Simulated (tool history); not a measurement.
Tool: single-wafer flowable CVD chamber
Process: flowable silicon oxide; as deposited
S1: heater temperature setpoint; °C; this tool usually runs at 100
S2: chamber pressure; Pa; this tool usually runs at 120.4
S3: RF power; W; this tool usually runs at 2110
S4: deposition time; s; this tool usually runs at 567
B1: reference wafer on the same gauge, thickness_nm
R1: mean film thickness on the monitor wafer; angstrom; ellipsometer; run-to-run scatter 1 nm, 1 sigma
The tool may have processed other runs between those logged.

Run 1, hour 0: usual settings; B1 407.02. Result: R1 4237.74 angstrom.
Run 2, hour 46.2: usual settings; B1 407.316. Result: R1 4254.6 angstrom.
Run 3, hour 88.2: usual settings; B1 407.329. Result: R1 4232.03 angstrom.
Run 4, hour 183.7: usual settings; B1 407.565. Result: R1 4244.39 angstrom.
Run 5, hour 273.8: usual settings; B1 408.581. Result: R1 4275.59 angstrom.
Run 6, hour 366.9: usual settings; B1 409.634. Result: R1 4280.44 angstrom.
Run 7, hour 474.7: usual settings; B1 409.739. Result: R1 4251.68 angstrom.
Run 8, hour 550.1: usual settings; B1 410.878. Result: R1 4275.58 angstrom.
At hour 554.8: gauge calibrated.
Run 9, hour 653.1: usual settings; B1 400.901. Result: R1 4195.09 angstrom.
Run 10, hour 719.9: usual settings; B1 401.354. Result: R1 4203.93 angstrom.
At hour 767.2: showerhead replaced.
Run 11, hour 767.7: usual settings; B1 401.566. Result: R1 4187.38 angstrom.
Run 12, hour 855.9: usual settings but S1 89 °C; B1 402.382. Result: R1 6267.64 angstrom.
Run 13, hour 935.2: usual settings but S4 520 s; B1 403.135. Result: R1 3848.34 angstrom.
Run 14, hour 1009.1: usual settings but S1 114 °C; B1 403.571. Result: R1 2498.12 angstrom.
Run 15, hour 1065.8: usual settings but S1 108 °C, S2 146.1 Pa, S3 1925 W, S4 522 s; B1 403.773. Result: R1 3413.79 angstrom.
Run 16, hour 1166.8: usual settings but S1 92 °C, S2 139.3 Pa, S3 1745 W, S4 477 s; B1 404.404. Result: R1 5419.86 angstrom.
Run 17, hour 1254.5: usual settings but S2 92.9 Pa, S3 1970 W, S4 493 s; B1 405.805. Result: R1 2780.83 angstrom.
At hour 1340.5: RF generator calibrated.
Run 18, hour 1341: usual settings but S1 107 °C, S4 653 s; B1 405.544. Result: R1 3733.77 angstrom.
Run 19, hour 1389: usual settings but S2 93.6 Pa; B1 406.137. Result: R1 3269.86 angstrom.
Run 20, hour 1462.7: usual settings; B1 406.299. Result: R1 4251.16 angstrom.
Run 21, hour 1511: usual settings but S1 95 °C, S2 140.8 Pa, S3 1765 W; B1 407.343. Result: R1 5829.59 angstrom.
At hour 1572.6: capacitance manometer re-zeroed and calibrated.
At hour 1577.5: thermocouple changed; heater temperature recalibrated.
Run 22, hour 1835: usual settings; B1 409.374. Result: R1 4265.76 angstrom.
Run 23, hour 1898.8: usual settings; B1 410.235. Result: R1 4273.74 angstrom.
At hour 1907.8: gauge calibrated.
Run 24, hour 2006.2: usual settings but S3 1845 W; B1 398.532. Result: R1 4081.46 angstrom.
Run 25, hour 2113.4: usual settings but S4 658 s; B1 399.907. Result: R1 4845.58 angstrom.
Run 26, hour 2164.6: usual settings but S2 139.6 Pa, S4 662 s; B1 399.815. Result: R1 5666.32 angstrom.
Run 27, hour 2252.3: usual settings but S1 91 °C, S2 145.6 Pa, S3 1820 W, S4 620 s; B1 400.081. Result: R1 7569.62 angstrom.
Run 28, hour 2361: usual settings but S1 110 °C, S4 489 s; B1 401.421. Result: R1 2465.98 angstrom.
Run 29, hour 2430: usual settings but S1 113 °C, S2 137.2 Pa, S3 2330 W, S4 619 s; B1 401.771. Result: R1 3240.88 angstrom.

State the hidden condition of the tool at each of the runs:
wafer temperature above the value expected at the setpoint (K): 0 on each run
delivered RF power above the setpoint (%): 0 on each run
true pressure above the setpoint (%): 0 on each run
H1: gauge reads high (%)
run       H1
  1     1.91
  2     1.99
  3     2.07
  4     2.24
  5      2.4
  6     2.57
  7     2.76
  8      2.9
  9    0.456
 10    0.576
 11    0.663
 12    0.822
 13    0.965
 14      1.1
 15      1.2
 16     1.38
 17     1.54
 18      1.7
 19     1.78
 20     1.92
 21        2
 22     2.59
 23      2.7
 24  -0.0866
 25    0.107
 26    0.199
 27    0.357
 28    0.553
 29    0.678
